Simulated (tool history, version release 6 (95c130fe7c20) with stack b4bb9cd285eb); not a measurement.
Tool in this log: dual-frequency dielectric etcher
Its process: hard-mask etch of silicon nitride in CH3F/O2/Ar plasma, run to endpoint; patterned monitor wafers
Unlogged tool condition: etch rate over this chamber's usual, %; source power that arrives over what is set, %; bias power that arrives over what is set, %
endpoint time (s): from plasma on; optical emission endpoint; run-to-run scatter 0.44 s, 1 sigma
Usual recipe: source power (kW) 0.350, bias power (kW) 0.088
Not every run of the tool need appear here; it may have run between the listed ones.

| run | hour | source power (kW) | bias power (kW) | wafers since the last listed run | hours since the last wet clean | hours since the last source power generator calibration | hours since the last bias power generator calibration | hours since the last upper electrode change | incoming incoming film thickness, nm | endpoint time (s) |
|---|---|---|---|---|---|---|---|---|---|---|
| 1 | 0.0 | 0.350 | 0.088 | 0 | 48.0 | 2618.5 | 2484.5 | 2778.8 | 50.6 | 74.0 |
| 2 | 21.6 | 0.350 | 0.088 | 257 | 69.6 | 2640.1 | 2506.1 | 2800.4 | 50.3 | 73.7 |
| 3 | 44.9 | 0.350 | 0.088 | 277 | 92.9 | 2663.4 | 2529.4 | 2823.7 | 50.5 | 74.0 |
| 4 | 68.6 | 0.290 | 0.088 | 282 | 116.6 | 2687.1 | 2553.1 | 2847.4 | 50.4 | 77.3 |
| 5 | 81.5 | 0.350 | 0.088 | 153 | 129.5 | 2700.0 | 2566.0 | 2860.3 | 50.9 | 75.8 |
| 6 | 111.2 | 0.350 | 0.088 | 353 | 159.2 | 2729.7 | 2595.7 | 2890.0 | 49.9 | 74.0 |
| 7 | 141.4 | 0.350 | 0.088 | 359 | 189.4 | 2759.9 | 2625.9 | 2920.2 | 50.4 | 74.4 |
| 8 | 176.6 | 0.410 | 0.073 | 418 | 224.6 | 2795.1 | 2661.1 | 2955.4 | 51.0 | 74.6 |
| 9 | 193.0 | 0.410 | 0.073 | 195 | 241.0 | 2811.5 | 2677.5 | 2971.8 | 50.2 | 73.5 |
| 10 | 228.3 | 0.350 | 0.088 | 420 | 276.3 | 2846.8 | 2712.8 | 3007.1 | 50.7 | 76.1 |
| 11 | 247.7 | 0.350 | 0.088 | 230 | 295.7 | 2866.2 | 2732.2 | 3026.5 | 50.1 | 74.8 |
| 12 | 280.0 | 0.350 | 0.088 | 384 | 328.0 | 2898.5 | 2764.5 | 3058.8 | 50.0 | 75.0 |
| 13 | 292.3 | 0.350 | 0.088 | 146 | 340.3 | 2910.8 | 2776.8 | 3071.1 | 50.1 | 74.3 |
| 14 | 318.7 | 0.350 | 0.088 | 314 | 366.7 | 2937.2 | 2803.2 | 3097.5 | 49.8 | 75.3 |
| 15 | 339.6 | 0.390 | 0.097 | 248 | 387.6 | 2958.1 | 2824.1 | 3118.4 | 50.8 | 72.6 |
| 16 | 363.8 | 0.290 | 0.068 | 288 | 411.8 | 2982.3 | 2848.3 | 3142.6 | 50.2 | 84.5 |
|  | 417.2 | wet clean of the chamber |
| 17 | 451.5 | 0.380 | 0.097 | 758 | 34.3 | 3070.0 | 2936.0 | 3230.3 | 50.4 | 69.9 |
|  | 482.3 | source power generator calibrated |
|  | 482.9 | upper electrode replaced |
| 18 | 483.4 | 0.420 | 0.088 | 325 | 66.2 | 1.1 | 2967.9 | 0.5 | 50.5 | 69.8 |
| 19 | 501.5 | 0.430 | 0.102 | 215 | 84.3 | 19.2 | 2986.0 | 18.6 | 50.1 | 67.5 |
| 20 | 536.6 | 0.350 | 0.088 | 417 | 119.4 | 54.3 | 3021.1 | 53.7 | 50.6 | 74.6 |
| 21 | 572.3 | 0.320 | 0.101 | 424 | 155.1 | 90.0 | 3056.8 | 89.4 | 51.2 | 75.8 |
| 22 | 587.0 | 0.430 | 0.073 | 174 | 169.8 | 104.7 | 3071.5 | 104.1 | 50.8 | 72.5 |
|  | 607.8 | bias power generator calibrated |
| 23 | 622.8 | 0.350 | 0.103 | 378 | 205.6 | 140.5 | 15.0 | 139.9 | 50.5 | 73.2 |
| 24 | 650.7 | 0.350 | 0.088 | 332 | 233.5 | 168.4 | 42.9 | 167.8 | 50.8 | 75.5 |
| 25 | 673.4 | 0.380 | 0.088 | 270 | 256.2 | 191.1 | 65.6 | 190.5 | 50.0 | 72.2 |
| 26 | 708.1 | 0.350 | 0.102 | 412 | 290.9 | 225.8 | 100.3 | 225.2 | 50.7 | 73.9 |
| 27 | 790.5 | 0.350 | 0.108 | 980 | 373.3 | 308.2 | 182.7 | 307.6 | 50.3 | 73.0 |
| 28 | 814.0 | 0.350 | 0.088 | 279 | 396.8 | 331.7 | 206.2 | 331.1 | 50.9 | 77.1 |
| 29 | 841.3 | 0.280 | 0.088 | 324 | 424.1 | 359.0 | 233.5 | 358.4 | 50.4 | 82.5 |

Each row is a separate what-if for the run after 29, all from the same tool condition, not one after another. Results?
| A | 841.7 | 0.350 | 0.088 | 4 | 424.5 | 359.4 | 233.9 | 358.8 | 50.2 | ? |
| B | 841.7 | 0.430 | 0.109 | 4 | 424.5 | 359.4 | 233.9 | 358.8 | 50.2 | ? |
| C | 841.7 | 0.310 | 0.101 | 4 | 424.5 | 359.4 | 233.9 | 358.8 | 50.2 | ? |
| D | 841.7 | 0.390 | 0.103 | 4 | 424.5 | 359.4 | 233.9 | 358.8 | 50.2 | ? |

| run | endpoint time (s) |
|---|---|
| A | 76.3 |
| B | 68.5 |
| C | 77.2 |
| D | 71.5 |
Without the tool's unlogged condition, the same runs would have read:
| run | endpoint time (s) |
|---|---|
| A | 73.4 |
| B | 65.9 |
| C | 74.3 |
| D | 68.8 |

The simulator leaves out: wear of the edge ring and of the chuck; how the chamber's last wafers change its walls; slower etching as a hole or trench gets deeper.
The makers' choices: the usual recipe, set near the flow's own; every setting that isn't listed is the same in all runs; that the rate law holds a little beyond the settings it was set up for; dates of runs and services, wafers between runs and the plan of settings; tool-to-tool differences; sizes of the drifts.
